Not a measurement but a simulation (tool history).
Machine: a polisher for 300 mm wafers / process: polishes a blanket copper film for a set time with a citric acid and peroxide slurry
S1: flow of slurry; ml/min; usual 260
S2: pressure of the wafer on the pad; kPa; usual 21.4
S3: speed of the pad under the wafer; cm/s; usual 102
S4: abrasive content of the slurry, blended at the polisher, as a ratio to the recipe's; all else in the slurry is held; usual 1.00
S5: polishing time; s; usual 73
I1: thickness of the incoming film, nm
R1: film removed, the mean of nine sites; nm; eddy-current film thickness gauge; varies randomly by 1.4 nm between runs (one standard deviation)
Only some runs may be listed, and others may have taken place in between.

Run 1, hour 0.0: usual settings but S1 220 ml/min; I1 864.1. Result: R1 140.0 nm.
At hour 3.1: slurry blender recalibrated.
At hour 47.7: worn pad replaced by a new one.
At hour 55.0: head pressure recalibrated.
Run 2, hour 92.3: usual settings but S1 220 ml/min; I1 869.7. Result: R1 143.7 nm.
At hour 99.5: slurry nozzle cleaned.
Run 3, hour 160.1: usual settings but S1 220 ml/min; I1 882.1. Result: R1 141.6 nm.
Run 4, hour 224.0: usual settings but S5 88 s; I1 867.3. Result: R1 170.6 nm.
At hour 248.2: worn pad replaced by a new one.
Run 5, hour 314.5: usual settings; I1 875.7. Result: R1 139.9 nm.
At hour 329.5: slurry nozzle cleaned.
Run 6, hour 367.6: usual settings; I1 855.9. Result: R1 141.7 nm.
At hour 390.2: slurry blender recalibrated.
Run 7, hour 419.0: usual settings; I1 862.9. Result: R1 147.4 nm.
At hour 496.7: worn pad replaced by a new one.
Run 8, hour 510.9: usual settings; I1 882.7. Result: R1 143.4 nm.
At hour 563.7: slurry nozzle cleaned.
Run 9, hour 582.3: usual settings; I1 865.7. Result: R1 141.6 nm.
Run 10, hour 653.7: usual settings but S1 300 ml/min, S2 17.9 kPa, S3 118 cm/s, S4 0.75; I1 864.2. Result: R1 147.9 nm.
At hour 699.6: worn pad replaced by a new one.
Run 11, hour 760.5: usual settings but S2 23.4 kPa, S3 118 cm/s; I1 870.9. Result: R1 172.7 nm.
At hour 775.6: slurry nozzle cleaned.
At hour 777.9: slurry blender recalibrated.
Run 12, hour 837.6: usual settings but S2 18.6 kPa, S4 0.80, S5 51 s; I1 889.4. Result: R1 92.8 nm.
At hour 843.4: head pressure recalibrated.
Run 13, hour 889.1: usual settings but S2 17.2 kPa, S4 1.10; I1 883.7. Result: R1 131.2 nm.
Run 14, hour 934.2: usual settings but S1 220 ml/min; I1 876.8. Result: R1 142.8 nm.
At hour 938.3: worn pad replaced by a new one.
At hour 986.0: slurry nozzle cleaned.
Run 15, hour 1020.6: usual settings but S3 76 cm/s; I1 885.3. Result: R1 106.3 nm.
Run 16, hour 1090.4: usual settings but S1 215 ml/min, S2 18.6 kPa; I1 856.5. Result: R1 129.5 nm.
At hour 1114.9: slurry blender recalibrated.
Run 17, hour 1126.7: usual settings; I1 870.9. Result: R1 151.4 nm.

3 ways to go on from here, each from the tool as it stands after run 17. What would each give?
Run A, hour 1127.1: usual settings; I1 853.3. Result: R1 ?.
Run B, hour 1127.1: usual settings but S3 76 cm/s, S5 59 s; I1 853.3. Result: R1 ?.
Run C, hour 1127.1: usual settings but S2 17.2 kPa, S3 120 cm/s; I1 853.3. Result: R1 ?.

run     R1
  A  148.4
  B   90.1
  C  154.2
Take away the tool's hidden state, keep each run's random variation, and the runs would have read:
run     R1
  A  149.6
  B   90.8
  C  155.4
